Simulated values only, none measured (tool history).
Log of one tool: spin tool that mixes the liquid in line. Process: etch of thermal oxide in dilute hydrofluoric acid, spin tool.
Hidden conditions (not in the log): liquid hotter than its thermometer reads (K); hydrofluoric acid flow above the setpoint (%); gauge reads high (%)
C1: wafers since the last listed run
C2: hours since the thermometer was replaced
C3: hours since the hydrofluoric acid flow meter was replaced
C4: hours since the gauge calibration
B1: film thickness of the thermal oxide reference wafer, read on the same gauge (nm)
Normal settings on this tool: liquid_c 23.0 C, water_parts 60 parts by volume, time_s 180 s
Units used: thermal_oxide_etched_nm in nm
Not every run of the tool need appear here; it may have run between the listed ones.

{"run": 1, "hour": 0.0, "liquid_c": 23.0, "water_parts": 60, "time_s": 180, "C1": 0, "C2": 1580.9, "C3": 1321.3, "C4": 230.3, "B1": 100.0, "thermal_oxide_etched_nm": 15.52}
{"run": 2, "hour": 12.6, "liquid_c": 23.0, "water_parts": 80, "time_s": 180, "C1": 58, "C2": 1593.5, "C3": 1333.9, "C4": 242.9, "B1": 100.02, "thermal_oxide_etched_nm": 11.38}
{"run": 3, "hour": 24.5, "liquid_c": 23.0, "water_parts": 60, "time_s": 180, "C1": 55, "C2": 1605.4, "C3": 1345.8, "C4": 254.8, "B1": 100.0, "thermal_oxide_etched_nm": 15.56}
{"run": 4, "hour": 41.2, "liquid_c": 23.0, "water_parts": 60, "time_s": 180, "C1": 77, "C2": 1622.1, "C3": 1362.5, "C4": 271.5, "B1": 100.02, "thermal_oxide_etched_nm": 15.48}
{"run": 5, "hour": 57.7, "liquid_c": 23.0, "water_parts": 50, "time_s": 180, "C1": 76, "C2": 1638.6, "C3": 1379.0, "C4": 288.0, "B1": 100.0, "thermal_oxide_etched_nm": 18.89}
{"run": 6, "hour": 75.4, "liquid_c": 23.0, "water_parts": 50, "time_s": 180, "C1": 82, "C2": 1656.3, "C3": 1396.7, "C4": 305.7, "B1": 99.99, "thermal_oxide_etched_nm": 18.94}
{"run": 7, "hour": 89.9, "liquid_c": 23.0, "water_parts": 60, "time_s": 180, "C1": 67, "C2": 1670.8, "C3": 1411.2, "C4": 320.2, "B1": 100.0, "thermal_oxide_etched_nm": 15.38}
{"run": 8, "hour": 107.8, "liquid_c": 23.0, "water_parts": 60, "time_s": 180, "C1": 83, "C2": 1688.7, "C3": 1429.1, "C4": 338.1, "B1": 99.98, "thermal_oxide_etched_nm": 15.49}
{"hour": 112.6, "done": "gauge calibrated"}
{"hour": 113.9, "done": "hydrofluoric acid flow meter replaced"}
{"run": 9, "hour": 120.7, "liquid_c": 23.0, "water_parts": 40, "time_s": 180, "C1": 55, "C2": 1701.6, "C3": 6.8, "C4": 8.1, "B1": 100.0, "thermal_oxide_etched_nm": 24.03}
{"run": 10, "hour": 129.7, "liquid_c": 23.0, "water_parts": 60, "time_s": 180, "C1": 41, "C2": 1710.6, "C3": 15.8, "C4": 17.1, "B1": 100.01, "thermal_oxide_etched_nm": 15.48}
{"run": 11, "hour": 139.8, "liquid_c": 23.0, "water_parts": 60, "time_s": 180, "C1": 47, "C2": 1720.7, "C3": 25.9, "C4": 27.2, "B1": 100.0, "thermal_oxide_etched_nm": 15.66}
{"run": 12, "hour": 151.9, "liquid_c": 23.0, "water_parts": 60, "time_s": 180, "C1": 56, "C2": 1732.8, "C3": 38.0, "C4": 39.3, "B1": 100.02, "thermal_oxide_etched_nm": 15.61}
{"run": 13, "hour": 165.7, "liquid_c": 23.0, "water_parts": 80, "time_s": 140, "C1": 64, "C2": 1746.6, "C3": 51.8, "C4": 53.1, "B1": 99.97, "thermal_oxide_etched_nm": 8.87}
{"hour": 182.6, "done": "thermometer replaced"}
{"run": 14, "hour": 183.0, "liquid_c": 23.0, "water_parts": 60, "time_s": 180, "C1": 75, "C2": 0.4, "C3": 69.1, "C4": 70.4, "B1": 100.01, "thermal_oxide_etched_nm": 13.9}
{"run": 15, "hour": 194.7, "liquid_c": 23.0, "water_parts": 60, "time_s": 180, "C1": 54, "C2": 12.1, "C3": 80.8, "C4": 82.1, "B1": 100.02, "thermal_oxide_etched_nm": 14.04}
{"run": 16, "hour": 207.6, "liquid_c": 21.0, "water_parts": 60, "time_s": 180, "C1": 60, "C2": 25.0, "C3": 93.7, "C4": 95.0, "B1": 99.98, "thermal_oxide_etched_nm": 12.96}
{"run": 17, "hour": 216.9, "liquid_c": 24.5, "water_parts": 75, "time_s": 90, "C1": 43, "C2": 34.3, "C3": 103.0, "C4": 104.3, "B1": 100.02, "thermal_oxide_etched_nm": 5.8}
{"run": 18, "hour": 226.5, "liquid_c": 27.0, "water_parts": 60, "time_s": 280, "C1": 44, "C2": 43.9, "C3": 112.6, "C4": 113.9, "B1": 100.01, "thermal_oxide_etched_nm": 25.79}
{"run": 19, "hour": 238.5, "liquid_c": 23.0, "water_parts": 60, "time_s": 180, "C1": 55, "C2": 55.9, "C3": 124.6, "C4": 125.9, "B1": 99.99, "thermal_oxide_etched_nm": 14.02}
{"run": 20, "hour": 245.7, "liquid_c": 26.0, "water_parts": 75, "time_s": 180, "C1": 33, "C2": 63.1, "C3": 131.8, "C4": 133.1, "B1": 100.0, "thermal_oxide_etched_nm": 12.49}
{"run": 21, "hour": 256.6, "liquid_c": 24.5, "water_parts": 75, "time_s": 90, "C1": 50, "C2": 74.0, "C3": 142.7, "C4": 144.0, "B1": 100.01, "thermal_oxide_etched_nm": 5.9}
{"run": 22, "hour": 268.7, "liquid_c": 18.5, "water_parts": 60, "time_s": 290, "C1": 56, "C2": 86.1, "C3": 154.8, "C4": 156.1, "B1": 99.98, "thermal_oxide_etched_nm": 18.75}
{"run": 23, "hour": 278.4, "liquid_c": 28.0, "water_parts": 45, "time_s": 145, "C1": 45, "C2": 95.8, "C3": 164.5, "C4": 165.8, "B1": 100.0, "thermal_oxide_etched_nm": 19.06}
{"run": 24, "hour": 285.5, "liquid_c": 21.5, "water_parts": 45, "time_s": 180, "C1": 33, "C2": 102.9, "C3": 171.6, "C4": 172.9, "B1": 100.0, "thermal_oxide_etched_nm": 17.98}
{"run": 25, "hour": 296.1, "liquid_c": 27.0, "water_parts": 85, "time_s": 105, "C1": 49, "C2": 113.5, "C3": 182.2, "C4": 183.5, "B1": 99.97, "thermal_oxide_etched_nm": 6.61}
{"run": 26, "hour": 312.2, "liquid_c": 23.0, "water_parts": 60, "time_s": 180, "C1": 75, "C2": 129.6, "C3": 198.3, "C4": 199.6, "B1": 100.01, "thermal_oxide_etched_nm": 14.13}
{"run": 27, "hour": 321.7, "liquid_c": 23.0, "water_parts": 60, "time_s": 85, "C1": 44, "C2": 139.1, "C3": 207.8, "C4": 209.1, "B1": 100.01, "thermal_oxide_etched_nm": 6.7}
{"run": 28, "hour": 332.8, "liquid_c": 23.0, "water_parts": 85, "time_s": 270, "C1": 51, "C2": 150.2, "C3": 218.9, "C4": 220.2, "B1": 99.99, "thermal_oxide_etched_nm": 14.54}
{"run": 29, "hour": 347.7, "liquid_c": 23.0, "water_parts": 75, "time_s": 180, "C1": 69, "C2": 165.1, "C3": 233.8, "C4": 235.1, "B1": 100.01, "thermal_oxide_etched_nm": 11.05}
{"run": 30, "hour": 353.7, "liquid_c": 23.0, "water_parts": 70, "time_s": 100, "C1": 27, "C2": 171.1, "C3": 239.8, "C4": 241.1, "B1": 100.0, "thermal_oxide_etched_nm": 6.71}

Below are 4 alternative next runs, each starting from the tool's condition after run 30. Predict each:
{"run": "A", "hour": 354.2, "liquid_c": 23.0, "water_parts": 60, "time_s": 180, "C1": 2, "C2": 171.6, "C3": 240.3, "C4": 241.6, "B1": "?", "thermal_oxide_etched_nm": "?"}
{"run": "B", "hour": 354.2, "liquid_c": 18.0, "water_parts": 75, "time_s": 290, "C1": 2, "C2": 171.6, "C3": 240.3, "C4": 241.6, "B1": "?", "thermal_oxide_etched_nm": "?"}
{"run": "C", "hour": 354.2, "liquid_c": 24.5, "water_parts": 35, "time_s": 140, "C1": 2, "C2": 171.6, "C3": 240.3, "C4": 241.6, "B1": "?", "thermal_oxide_etched_nm": "?"}
{"run": "D", "hour": 354.2, "liquid_c": 18.5, "water_parts": 80, "time_s": 135, "C1": 2, "C2": 171.6, "C3": 240.3, "C4": 241.6, "B1": "?", "thermal_oxide_etched_nm": "?"}

run=A B1=100.02 thermal_oxide_etched_nm=14.25
run=B B1=100.02 thermal_oxide_etched_nm=14.65
run=C B1=100.02 thermal_oxide_etched_nm=20.90
run=D B1=100.02 thermal_oxide_etched_nm=6.49
What these runs would have given with no unlogged condition in the tool:
run=A thermal_oxide_etched_nm=14.09
run=B thermal_oxide_etched_nm=14.48
run=C thermal_oxide_etched_nm=20.66
run=D thermal_oxide_etched_nm=6.42

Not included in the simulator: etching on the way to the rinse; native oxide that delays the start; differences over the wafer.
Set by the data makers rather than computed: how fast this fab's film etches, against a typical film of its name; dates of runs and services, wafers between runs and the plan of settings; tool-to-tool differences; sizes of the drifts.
